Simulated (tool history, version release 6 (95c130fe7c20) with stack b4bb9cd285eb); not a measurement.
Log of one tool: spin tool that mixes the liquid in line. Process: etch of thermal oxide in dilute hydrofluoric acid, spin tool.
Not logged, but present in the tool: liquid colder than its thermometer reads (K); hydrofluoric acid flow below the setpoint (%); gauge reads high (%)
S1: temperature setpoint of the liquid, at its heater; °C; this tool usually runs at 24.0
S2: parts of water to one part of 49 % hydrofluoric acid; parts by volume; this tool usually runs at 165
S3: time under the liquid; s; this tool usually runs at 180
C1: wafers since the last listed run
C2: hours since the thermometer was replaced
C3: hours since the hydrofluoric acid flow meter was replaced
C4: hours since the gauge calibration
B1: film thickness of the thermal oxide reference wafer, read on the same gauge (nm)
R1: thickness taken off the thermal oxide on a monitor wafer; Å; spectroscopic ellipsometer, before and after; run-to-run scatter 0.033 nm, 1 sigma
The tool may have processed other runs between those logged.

run 1 hour=0.0 | S1=24.0 S2=165 S3=145 | C1=0 C2=821.5 C3=1371.7 C4=196.4 | B1=40.008 | R1=32.84
run 2 hour=26.8 | S1=24.0 S2=165 S3=145 | C1=264 C2=848.3 C3=1398.5 C4=223.2 | B1=40.008 | R1=32.25
run 3 hour=46.5 | S1=24.0 S2=165 S3=145 | C1=194 C2=868.0 C3=1418.2 C4=242.9 | B1=39.978 | R1=32.45
run 4 hour=71.3 | S1=27.5 S2=165 S3=180 | C1=244 C2=892.8 C3=1443.0 C4=267.7 | B1=39.983 | R1=45.92
run 5 hour=102.9 | S1=24.0 S2=165 S3=180 | C1=312 C2=924.4 C3=1474.6 C4=299.3 | B1=40.014 | R1=40.09
run 6 hour=138.0 | S1=25.0 S2=165 S3=180 | C1=346 C2=959.5 C3=1509.7 C4=334.4 | B1=39.968 | R1=40.77
run 7 hour=164.0 | S1=25.0 S2=165 S3=180 | C1=256 C2=985.5 C3=1535.7 C4=360.4 | B1=39.991 | R1=40.63
run 8 hour=187.0 | S1=24.0 S2=165 S3=225 | C1=227 C2=1008.5 C3=1558.7 C4=383.4 | B1=40.015 | R1=49.07
run 9 hour=206.7 | S1=24.0 S2=165 S3=225 | C1=194 C2=1028.2 C3=1578.4 C4=403.1 | B1=39.994 | R1=49.36
-- hour=214.0 gauge calibrated
run 10 hour=219.8 | S1=24.0 S2=165 S3=225 | C1=129 C2=1041.3 C3=1591.5 C4=5.8 | B1=39.984 | R1=49.40
run 11 hour=289.9 | S1=29.0 S2=95 S3=125 | C1=692 C2=1111.4 C3=1661.6 C4=75.9 | B1=39.996 | R1=61.88
-- hour=308.7 hydrofluoric acid flow meter replaced
run 12 hour=309.2 | S1=27.0 S2=135 S3=180 | C1=180 C2=1130.7 C3=0.5 C4=95.2 | B1=40.000 | R1=61.88
run 13 hour=336.0 | S1=24.0 S2=125 S3=115 | C1=264 C2=1157.5 C3=27.3 C4=122.0 | B1=40.028 | R1=38.46
run 14 hour=362.6 | S1=24.0 S2=245 S3=180 | C1=262 C2=1184.1 C3=53.9 C4=148.6 | B1=39.954 | R1=26.72
-- hour=366.7 thermometer replaced
run 15 hour=394.5 | S1=24.0 S2=165 S3=180 | C1=305 C2=27.8 C3=85.8 C4=180.5 | B1=40.009 | R1=47.53
run 16 hour=407.8 | S1=24.0 S2=165 S3=225 | C1=131 C2=41.1 C3=99.1 C4=193.8 | B1=39.990 | R1=58.88
run 17 hour=434.3 | S1=28.5 S2=230 S3=220 | C1=261 C2=67.6 C3=125.6 C4=220.3 | B1=39.995 | R1=44.62
run 18 hour=449.9 | S1=19.5 S2=165 S3=115 | C1=154 C2=83.2 C3=141.2 C4=235.9 | B1=39.992 | R1=25.11
run 19 hour=467.6 | S1=24.0 S2=185 S3=135 | C1=174 C2=100.9 C3=158.9 C4=253.6 | B1=40.024 | R1=30.73
run 20 hour=483.9 | S1=24.0 S2=165 S3=180 | C1=160 C2=117.2 C3=175.2 C4=269.9 | B1=40.017 | R1=47.51

Measured minus without-hidden-state, run by run (identical run-to-run variation in each term; gauge scatter may differ):
run=1 R1=-6.43
run=2 R1=-6.46
run=3 R1=-6.62
run=4 R1=-9.51
run=5 R1=-8.59
run=6 R1=-8.99
run=7 R1=-9.15
run=8 R1=-11.31
run=9 R1=-11.54
run=10 R1=-11.68
run=11 R1=-15.05
run=12 R1=-6.71
run=13 R1=-4.47
run=14 R1=-3.04
run=15 R1=-0.98
run=16 R1=-1.32
run=17 R1=-1.22
run=18 R1=-0.72
run=19 R1=-0.97
run=20 R1=-1.60

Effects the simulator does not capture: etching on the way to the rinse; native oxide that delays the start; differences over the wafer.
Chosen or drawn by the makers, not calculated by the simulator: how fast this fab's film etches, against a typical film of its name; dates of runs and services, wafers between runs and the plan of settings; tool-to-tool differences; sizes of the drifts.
